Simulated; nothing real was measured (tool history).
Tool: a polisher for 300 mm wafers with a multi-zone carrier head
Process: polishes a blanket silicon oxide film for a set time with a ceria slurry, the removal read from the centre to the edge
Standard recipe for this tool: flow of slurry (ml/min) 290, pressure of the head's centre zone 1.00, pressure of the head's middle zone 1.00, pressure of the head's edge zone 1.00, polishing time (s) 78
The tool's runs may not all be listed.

run   hour  flow of slurry (ml/min)  pressure of the head's centre zone  pressure of the head's middle zone  pressure of the head's edge zone  polishing time (s)  incoming thickness of the incoming film, nm  film removed at the wafer's centre (angstrom)  film removed at mid-radius (angstrom)  film removed at the wafer's edge (angstrom)
  1    0.0                      290                                1.00                                1.00                              1.00                  78                                       1631.7                                           2300                                   2265                                         2258
  2   14.2                      290                                1.00                                1.00                              1.00                  78                                       1632.5                                           2218                                   2341                                         2237
  3   30.9                      290                                1.00                                1.00                              1.00                  78                                       1648.0                                           2234                                   2281                                         2238
  4   38.9                      290                                1.00                                1.00                              1.00                  78                                       1655.6                                           2199                                   2328                                         2240
  5   46.3                      290                                1.00                                1.00                              1.00                  93                                       1636.8                                           2686                                   2721                                         2638
  6   64.1                      290                                1.00                                1.00                              1.00                  93                                       1642.7                                           2601                                   2801                                         2687
  7   73.0                      290                                1.00                                1.00                              1.00                  93                                       1647.7                                           2555                                   2802                                         2648
  8   89.8                      290                                0.96                                1.00                              1.00                  78                                       1647.8                                           2091                                   2349                                         2214
      99.1  -- carrier head's membrane replaced by a new one
  9   99.6                      290                                1.00                                1.00                              1.00                  78                                       1621.1                                           2268                                   2309                                         2222
 10  114.8                      290                                1.00                                1.00                              1.00                  78                                       1656.5                                           2198                                   2294                                         2239
 11  121.8                      225                                1.00                                0.97                              0.95                  78                                       1647.9                                           2138                                   2150                                         2129
 12  136.0                      290                                1.07                                1.00                              1.00                  78                                       1628.7                                           2379                                   2323                                         2244
     143.5  -- centre zone pressure recalibrated
 13  153.6                      290                                1.00                                1.11                              0.96                  61                                       1649.7                                           1716                                   1945                                         1723
 14  169.8                      290                                1.00                                1.00                              1.00                  78                                       1608.1                                           2261                                   2288                                         2253
     176.0  -- slurry nozzle cleaned
     181.0  -- edge zone pressure recalibrated
     183.1  -- worn pad replaced by a new one
 15  186.6                      290                                1.00                                1.00                              0.89                  78                                       1633.1                                           2247                                   2327                                         2092
 16  199.7                      290                                1.00                                1.00                              1.00                  78                                       1651.1                                           2213                                   2258                                         2237
 17  207.1                      290                                0.91                                1.05                              0.96                  63                                       1633.9                                           1651                                   1924                                         1782
 18  218.4                      290                                1.00                                1.00                              1.00                  78                                       1627.7                                           2249                                   2282                                         2228
 19  232.4                      225                                1.10                                1.06                              1.00                  55                                       1620.7                                           1666                                   1644                                         1555
 20  243.1                      290                                1.00                                1.00                              1.00                  78                                       1653.8                                           2195                                   2292                                         2212
 21  249.9                      290                                1.00                                1.07                              1.00                  78                                       1643.2                                           2241                                   2442                                         2228

Below are 4 alternative next runs, each starting from the tool's condition after run 21. Predict each:
  A  250.3                      290                                1.06                                1.00                              1.00                  78                                       1640.1                                              ?                                      ?                                            ?
  B  250.3                      290                                1.04                                1.10                              1.00                  78                                       1640.1                                              ?                                      ?                                            ?
  C  250.3                      290                                1.00                                1.07                              1.00                  87                                       1640.1                                              ?                                      ?                                            ?
  D  250.3                      290                                1.00                                0.91                              1.00                  78                                       1640.1                                              ?                                      ?                                            ?

run  film removed at the wafer's centre (angstrom)  film removed at mid-radius (angstrom)  film removed at the wafer's edge (angstrom)
  A                                           2327                                   2298                                         2223
  B                                           2285                                   2492                                         2220
  C                                           2449                                   2715                                         2478
  D                                           2193                                   2124                                         2226
Without the tool's hidden state the same runs would have given:
run  film removed at the wafer's centre (angstrom)  film removed at mid-radius (angstrom)  film removed at the wafer's edge (angstrom)
  A                                           2327                                   2298                                         2223
  B                                           2285                                   2492                                         2220
  C                                           2449                                   2715                                         2478
  D                                           2193                                   2124                                         2226

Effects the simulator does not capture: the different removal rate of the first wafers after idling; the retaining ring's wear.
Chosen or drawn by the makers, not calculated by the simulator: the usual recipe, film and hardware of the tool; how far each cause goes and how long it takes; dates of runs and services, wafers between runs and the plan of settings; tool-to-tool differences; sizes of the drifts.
